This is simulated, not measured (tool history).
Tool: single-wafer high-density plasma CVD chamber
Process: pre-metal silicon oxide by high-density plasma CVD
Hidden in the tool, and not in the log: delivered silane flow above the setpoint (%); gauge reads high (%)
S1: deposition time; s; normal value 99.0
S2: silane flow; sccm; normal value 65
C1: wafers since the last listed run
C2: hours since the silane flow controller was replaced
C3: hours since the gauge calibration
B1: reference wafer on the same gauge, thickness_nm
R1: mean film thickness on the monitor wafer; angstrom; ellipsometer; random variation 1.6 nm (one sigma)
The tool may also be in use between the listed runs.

run,hour,S1,S2,C1,C2,C3,B1,R1
1,0.0,105.1,65,0,4874.5,84.6,509.971,6397.07
2,20.3,105.1,65,201,4894.8,104.9,510.124,6435.37
3,34.6,105.1,65,141,4909.1,119.2,509.864,6394.12
4,68.8,113.6,73,339,4943.3,153.4,509.990,7727.16
5,83.5,113.6,73,145,4958.0,168.1,510.035,7760.12
6,111.5,113.6,73,277,4986.0,196.1,510.109,7747.61
7,141.7,106.4,71,299,5016.2,226.3,509.796,7078.81
8,160.1,106.4,71,182,5034.6,244.7,510.019,7103.25
9,175.3,106.4,71,150,5049.8,259.9,509.632,7032.98
# hour 215.0: silane flow controller replaced
10,215.5,99.0,65,319,0.5,300.1,509.639,6029.22
11,245.4,99.0,61,296,30.4,330.0,509.505,5671.19
12,270.8,118.0,72,251,55.8,355.4,509.853,7983.24
13,286.6,110.2,57,156,71.6,371.2,509.859,5884.55
14,304.4,87.8,69,176,89.4,389.0,509.690,5682.48
15,326.9,99.0,65,223,111.9,411.5,509.900,6038.47
16,352.6,99.0,56,254,137.6,437.2,509.461,5190.26
17,380.4,113.0,59,275,165.4,465.0,509.721,6236.79
# hour 430.5: gauge calibrated
18,456.3,105.1,65,752,241.3,25.8,510.020,6391.70
19,474.4,115.3,61,179,259.4,43.9,509.939,6595.03
20,507.6,80.2,70,329,292.6,77.1,510.022,5266.03
21,525.1,114.4,69,173,310.1,94.6,509.541,7405.02
22,553.1,79.5,60,277,338.1,122.6,510.272,4464.74

Consider 3 possible next runs. They are alternatives, not a sequence: every one starts from the tool as it was left by run 22. What does each give?
A,553.5,99.0,65,3,338.5,123.0,?,?
B,553.5,115.5,53,3,338.5,123.0,?,?
C,553.5,107.5,56,3,338.5,123.0,?,?

run,B1,R1
A,510.391,5995.70
B,510.391,5703.60
C,510.391,5609.03
Had the tool no hidden state, the same runs would have come out as:
run,R1
A,5995.70
B,5703.60
C,5609.03

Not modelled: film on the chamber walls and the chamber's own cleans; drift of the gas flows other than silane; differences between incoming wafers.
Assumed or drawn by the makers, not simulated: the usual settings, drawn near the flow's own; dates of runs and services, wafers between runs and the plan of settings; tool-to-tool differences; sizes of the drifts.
